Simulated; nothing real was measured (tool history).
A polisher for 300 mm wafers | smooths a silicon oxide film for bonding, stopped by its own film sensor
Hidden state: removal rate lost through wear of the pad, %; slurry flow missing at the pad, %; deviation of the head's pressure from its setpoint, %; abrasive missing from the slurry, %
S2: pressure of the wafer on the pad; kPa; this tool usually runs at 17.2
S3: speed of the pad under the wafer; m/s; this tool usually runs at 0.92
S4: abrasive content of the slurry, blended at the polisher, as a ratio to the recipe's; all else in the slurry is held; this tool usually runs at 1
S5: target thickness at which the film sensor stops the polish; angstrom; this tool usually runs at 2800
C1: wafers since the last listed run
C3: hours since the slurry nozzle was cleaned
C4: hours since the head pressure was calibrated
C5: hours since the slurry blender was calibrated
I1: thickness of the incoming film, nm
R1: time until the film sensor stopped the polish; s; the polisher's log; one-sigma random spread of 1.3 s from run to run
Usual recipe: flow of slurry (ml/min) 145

run 1 day=0 | flow_of_slurry_(ml/min)=145 S2=17.2 S3=0.92 S4=1 S5=2800 | C1=0 wafers_polished_on_this_pad=1525 C3=82.2 C4=673.9 C5=28.8 | I1=335 | R1=83.3
-- day=0.188 worn pad replaced by a new one
run 2 day=0.612 | flow_of_slurry_(ml/min)=145 S2=17.2 S3=0.92 S4=1 S5=2800 | C1=139 wafers_polished_on_this_pad=132 C3=96.9 C4=688.6 C5=43.5 | I1=334.7 | R1=85.6
run 3 day=1.233 | flow_of_slurry_(ml/min)=145 S2=17.2 S3=1.14 S4=0.75 S5=2800 | C1=194 wafers_polished_on_this_pad=327 C3=111.8 C4=703.5 C5=58.4 | I1=326.2 | R1=66.8
run 4 day=1.883 | flow_of_slurry_(ml/min)=145 S2=17.2 S3=0.92 S4=1 S5=2730 | C1=203 wafers_polished_on_this_pad=531 C3=127.4 C4=719.1 C5=74 | I1=326.2 | R1=87
run 5 day=2.308 | flow_of_slurry_(ml/min)=130 S2=17.2 S3=0.92 S4=1 S5=2800 | C1=133 wafers_polished_on_this_pad=664 C3=137.6 C4=729.3 C5=84.2 | I1=330.4 | R1=80.3
-- day=2.654 head pressure recalibrated
run 6 day=2.988 | flow_of_slurry_(ml/min)=130 S2=17.2 S3=0.92 S4=1 S5=2800 | C1=186 wafers_polished_on_this_pad=851 C3=153.9 C4=8 C5=100.5 | I1=327.7 | R1=82
run 7 day=3.379 | flow_of_slurry_(ml/min)=130 S2=17.2 S3=0.92 S4=1 S5=2800 | C1=122 wafers_polished_on_this_pad=974 C3=163.3 C4=17.4 C5=109.9 | I1=331.3 | R1=87.8
run 8 day=4.096 | flow_of_slurry_(ml/min)=145 S2=17.2 S3=0.92 S4=0.85 S5=2800 | C1=224 wafers_polished_on_this_pad=1198 C3=180.5 C4=34.6 C5=127.1 | I1=330.3 | R1=91.9
run 9 day=4.421 | flow_of_slurry_(ml/min)=160 S2=17.2 S3=0.92 S4=1.25 S5=2920 | C1=101 wafers_polished_on_this_pad=1300 C3=188.3 C4=42.4 C5=134.9 | I1=324.3 | R1=50.1
-- day=4.617 slurry blender recalibrated
run 10 day=5.146 | flow_of_slurry_(ml/min)=145 S2=17.2 S3=0.92 S4=1 S5=2800 | C1=201 wafers_polished_on_this_pad=1502 C3=205.7 C4=59.8 C5=12.7 | I1=326.5 | R1=70.8
-- day=5.4 worn pad replaced by a new one
-- day=5.612 slurry nozzle cleaned
run 11 day=5.892 | flow_of_slurry_(ml/min)=145 S2=17.2 S3=0.92 S4=1 S5=2800 | C1=168 wafers_polished_on_this_pad=141 C3=6.7 C4=77.7 C5=30.6 | I1=329.1 | R1=75.7
run 12 day=6.271 | flow_of_slurry_(ml/min)=145 S2=17.2 S3=0.92 S4=1 S5=2800 | C1=118 wafers_polished_on_this_pad=260 C3=15.8 C4=86.8 C5=39.7 | I1=331.7 | R1=81.7
run 13 day=7.012 | flow_of_slurry_(ml/min)=145 S2=20.7 S3=0.92 S4=0.8 S5=2800 | C1=232 wafers_polished_on_this_pad=492 C3=33.6 C4=104.6 C5=57.5 | I1=332.5 | R1=74.1
run 14 day=7.529 | flow_of_slurry_(ml/min)=145 S2=17.2 S3=0.74 S4=1 S5=2800 | C1=162 wafers_polished_on_this_pad=654 C3=46 C4=117 C5=69.9 | I1=334.1 | R1=100.2
run 15 day=7.867 | flow_of_slurry_(ml/min)=125 S2=17.2 S3=0.92 S4=1.2 S5=2800 | C1=105 wafers_polished_on_this_pad=760 C3=54.1 C4=125.1 C5=78 | I1=324.9 | R1=67.9

Consider 4 possible next runs. They are alternatives, not a sequence: every one starts from the tool as it was left by run 15. What does each give?
run A day=7.883 | flow_of_slurry_(ml/min)=145 S2=17.2 S3=0.92 S4=1 S5=2800 | C1=5 wafers_polished_on_this_pad=765 C3=54.5 C4=125.5 C5=78.4 | I1=327 | R1=?
run B day=7.883 | flow_of_slurry_(ml/min)=185 S2=17.2 S3=1.16 S4=1 S5=2800 | C1=5 wafers_polished_on_this_pad=765 C3=54.5 C4=125.5 C5=78.4 | I1=327 | R1=?
run C day=7.883 | flow_of_slurry_(ml/min)=130 S2=17.2 S3=0.7 S4=1 S5=2800 | C1=5 wafers_polished_on_this_pad=765 C3=54.5 C4=125.5 C5=78.4 | I1=327 | R1=?
run D day=7.883 | flow_of_slurry_(ml/min)=145 S2=22.1 S3=0.92 S4=0.9 S5=2800 | C1=5 wafers_polished_on_this_pad=765 C3=54.5 C4=125.5 C5=78.4 | I1=327 | R1=?

run=A R1=74.8
run=B R1=60.1
run=C R1=94.6
run=D R1=62.8
Without the tool's hidden state the same runs would have given:
run=A R1=71.2
run=B R1=57.3
run=C R1=90.1
run=D R1=59.7

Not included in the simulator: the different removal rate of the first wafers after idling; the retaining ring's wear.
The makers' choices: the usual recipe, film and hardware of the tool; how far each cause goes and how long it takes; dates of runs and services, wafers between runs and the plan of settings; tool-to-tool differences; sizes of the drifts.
